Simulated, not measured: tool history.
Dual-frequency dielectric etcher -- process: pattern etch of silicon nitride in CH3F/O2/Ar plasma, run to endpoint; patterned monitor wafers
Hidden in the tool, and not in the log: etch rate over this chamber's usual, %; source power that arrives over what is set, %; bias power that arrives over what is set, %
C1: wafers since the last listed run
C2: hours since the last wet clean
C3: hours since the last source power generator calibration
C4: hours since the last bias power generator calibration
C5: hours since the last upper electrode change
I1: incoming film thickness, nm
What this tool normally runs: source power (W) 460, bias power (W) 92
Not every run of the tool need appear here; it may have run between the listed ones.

{"run": 1, "hour": 0.0, "source power (W)": 460, "bias power (W)": 92, "C1": 0, "C2": 409.4, "C3": 1636.7, "C4": 4208.5, "C5": 3186.7, "I1": 51.4, "endpoint time (s)": 55.3}
{"run": 2, "hour": 7.3, "source power (W)": 460, "bias power (W)": 92, "C1": 102, "C2": 416.7, "C3": 1644, "C4": 4215.8, "C5": 3194, "I1": 52.2, "endpoint time (s)": 56.7}
{"run": 3, "hour": 23.9, "source power (W)": 550, "bias power (W)": 92, "C1": 233, "C2": 433.3, "C3": 1660.6, "C4": 4232.4, "C5": 3210.6, "I1": 51.9, "endpoint time (s)": 52.2}
{"run": 4, "hour": 41.7, "source power (W)": 460, "bias power (W)": 92, "C1": 250, "C2": 451.1, "C3": 1678.4, "C4": 4250.2, "C5": 3228.4, "I1": 53.1, "endpoint time (s)": 57.5}
{"run": 5, "hour": 52.4, "source power (W)": 460, "bias power (W)": 92, "C1": 150, "C2": 461.8, "C3": 1689.1, "C4": 4260.9, "C5": 3239.1, "I1": 52.1, "endpoint time (s)": 56.5}
{"run": 6, "hour": 68.5, "source power (W)": 460, "bias power (W)": 92, "C1": 226, "C2": 477.9, "C3": 1705.2, "C4": 4277, "C5": 3255.2, "I1": 52.2, "endpoint time (s)": 57.2}
{"run": 7, "hour": 77.6, "source power (W)": 460, "bias power (W)": 92, "C1": 128, "C2": 487, "C3": 1714.3, "C4": 4286.1, "C5": 3264.3, "I1": 52.2, "endpoint time (s)": 57.2}
{"run": 8, "hour": 91.1, "source power (W)": 390, "bias power (W)": 92, "C1": 190, "C2": 500.5, "C3": 1727.8, "C4": 4299.6, "C5": 3277.8, "I1": 53, "endpoint time (s)": 60.6}
{"run": 9, "hour": 98.7, "source power (W)": 390, "bias power (W)": 92, "C1": 107, "C2": 508.1, "C3": 1735.4, "C4": 4307.2, "C5": 3285.4, "I1": 52, "endpoint time (s)": 59.6}
{"hour": 126.0, "done": "upper electrode replaced"}
{"run": 10, "hour": 126.5, "source power (W)": 390, "bias power (W)": 92, "C1": 53, "C2": 535.9, "C3": 1763.2, "C4": 4335, "C5": 0.5, "I1": 52.3, "endpoint time (s)": 59.5}
{"run": 11, "hour": 126.8, "source power (W)": 460, "bias power (W)": 92, "C1": 4, "C2": 536.2, "C3": 1763.5, "C4": 4335.3, "C5": 0.8, "I1": 52.3, "endpoint time (s)": 57}
{"run": 12, "hour": 127.2, "source power (W)": 460, "bias power (W)": 92, "C1": 5, "C2": 536.6, "C3": 1763.9, "C4": 4335.7, "C5": 1.2, "I1": 51.9, "endpoint time (s)": 55.4}
{"hour": 162.5, "done": "wet clean of the chamber"}
{"run": 13, "hour": 163.0, "source power (W)": 460, "bias power (W)": 92, "C1": 166, "C2": 0.5, "C3": 1799.7, "C4": 4371.5, "C5": 37, "I1": 51.4, "endpoint time (s)": 58.4}
{"run": 14, "hour": 167.3, "source power (W)": 460, "bias power (W)": 92, "C1": 60, "C2": 4.8, "C3": 1804, "C4": 4375.8, "C5": 41.3, "I1": 52, "endpoint time (s)": 59.9}
{"run": 15, "hour": 179.1, "source power (W)": 460, "bias power (W)": 92, "C1": 166, "C2": 16.6, "C3": 1815.8, "C4": 4387.6, "C5": 53.1, "I1": 52.5, "endpoint time (s)": 60.5}
{"run": 16, "hour": 190.2, "source power (W)": 570, "bias power (W)": 107, "C1": 156, "C2": 27.7, "C3": 1826.9, "C4": 4398.7, "C5": 64.2, "I1": 52, "endpoint time (s)": 52.1}
{"run": 17, "hour": 200.1, "source power (W)": 460, "bias power (W)": 92, "C1": 139, "C2": 37.6, "C3": 1836.8, "C4": 4408.6, "C5": 74.1, "I1": 52.4, "endpoint time (s)": 59.9}
{"run": 18, "hour": 208.2, "source power (W)": 460, "bias power (W)": 92, "C1": 114, "C2": 45.7, "C3": 1844.9, "C4": 4416.7, "C5": 82.2, "I1": 52, "endpoint time (s)": 59.1}
{"hour": 216.1, "done": "bias power generator calibrated"}
{"run": 19, "hour": 225.3, "source power (W)": 400, "bias power (W)": 92, "C1": 184, "C2": 62.8, "C3": 1862, "C4": 9.2, "C5": 99.3, "I1": 52.2, "endpoint time (s)": 63}
{"run": 20, "hour": 236.4, "source power (W)": 490, "bias power (W)": 92, "C1": 156, "C2": 73.9, "C3": 1873.1, "C4": 20.3, "C5": 110.4, "I1": 52.2, "endpoint time (s)": 57.6}
{"run": 21, "hour": 245.7, "source power (W)": 460, "bias power (W)": 92, "C1": 131, "C2": 83.2, "C3": 1882.4, "C4": 29.6, "C5": 119.7, "I1": 52, "endpoint time (s)": 58.7}
{"run": 22, "hour": 255.2, "source power (W)": 570, "bias power (W)": 83, "C1": 133, "C2": 92.7, "C3": 1891.9, "C4": 39.1, "C5": 129.2, "I1": 51.9, "endpoint time (s)": 55.6}
{"run": 23, "hour": 267.6, "source power (W)": 570, "bias power (W)": 110, "C1": 174, "C2": 105.1, "C3": 1904.3, "C4": 51.5, "C5": 141.6, "I1": 51.8, "endpoint time (s)": 51.1}
{"run": 24, "hour": 274.1, "source power (W)": 360, "bias power (W)": 77, "C1": 91, "C2": 111.6, "C3": 1910.8, "C4": 58, "C5": 148.1, "I1": 52.4, "endpoint time (s)": 68.8}
{"hour": 278.4, "done": "source power generator calibrated"}
{"run": 25, "hour": 280.1, "source power (W)": 390, "bias power (W)": 111, "C1": 28, "C2": 117.6, "C3": 1.7, "C4": 64, "C5": 154.1, "I1": 52, "endpoint time (s)": 60}
{"run": 26, "hour": 293.2, "source power (W)": 410, "bias power (W)": 77, "C1": 184, "C2": 130.7, "C3": 14.8, "C4": 77.1, "C5": 167.2, "I1": 52, "endpoint time (s)": 64.6}
{"run": 27, "hour": 312.5, "source power (W)": 460, "bias power (W)": 92, "C1": 272, "C2": 150, "C3": 34.1, "C4": 96.4, "C5": 186.5, "I1": 52, "endpoint time (s)": 58.8}
{"run": 28, "hour": 319.2, "source power (W)": 460, "bias power (W)": 92, "C1": 94, "C2": 156.7, "C3": 40.8, "C4": 103.1, "C5": 193.2, "I1": 51.8, "endpoint time (s)": 58.4}
{"run": 29, "hour": 330.9, "source power (W)": 400, "bias power (W)": 81, "C1": 164, "C2": 168.4, "C3": 52.5, "C4": 114.8, "C5": 204.9, "I1": 52.4, "endpoint time (s)": 64.6}
{"run": 30, "hour": 342.3, "source power (W)": 460, "bias power (W)": 74, "C1": 160, "C2": 179.8, "C3": 63.9, "C4": 126.2, "C5": 216.3, "I1": 51.8, "endpoint time (s)": 61.1}
{"run": 31, "hour": 359.6, "source power (W)": 490, "bias power (W)": 71, "C1": 243, "C2": 197.1, "C3": 81.2, "C4": 143.5, "C5": 233.6, "I1": 51.6, "endpoint time (s)": 60.5}

Forecast each of these 4 alternatives for the next run:
{"run": "A", "hour": 360.0, "source power (W)": 460, "bias power (W)": 106, "C1": 5, "C2": 197.5, "C3": 81.6, "C4": 143.9, "C5": 234, "I1": 51.8, "endpoint time (s)": "?"}
{"run": "B", "hour": 360.0, "source power (W)": 510, "bias power (W)": 104, "C1": 5, "C2": 197.5, "C3": 81.6, "C4": 143.9, "C5": 234, "I1": 51.8, "endpoint time (s)": "?"}
{"run": "C", "hour": 360.0, "source power (W)": 460, "bias power (W)": 112, "C1": 5, "C2": 197.5, "C3": 81.6, "C4": 143.9, "C5": 234, "I1": 51.8, "endpoint time (s)": "?"}
{"run": "D", "hour": 360.0, "source power (W)": 370, "bias power (W)": 83, "C1": 5, "C2": 197.5, "C3": 81.6, "C4": 143.9, "C5": 234, "I1": 51.8, "endpoint time (s)": "?"}

run=A endpoint_time_(s)=55.8
run=B endpoint_time_(s)=53.9
run=C endpoint_time_(s)=54.9
run=D endpoint_time_(s)=64.8
Take away the tool's hidden state, keep each run's random variation, and the runs would have read:
run=A endpoint_time_(s)=56.7
run=B endpoint_time_(s)=54.7
run=C endpoint_time_(s)=55.8
run=D endpoint_time_(s)=65.9
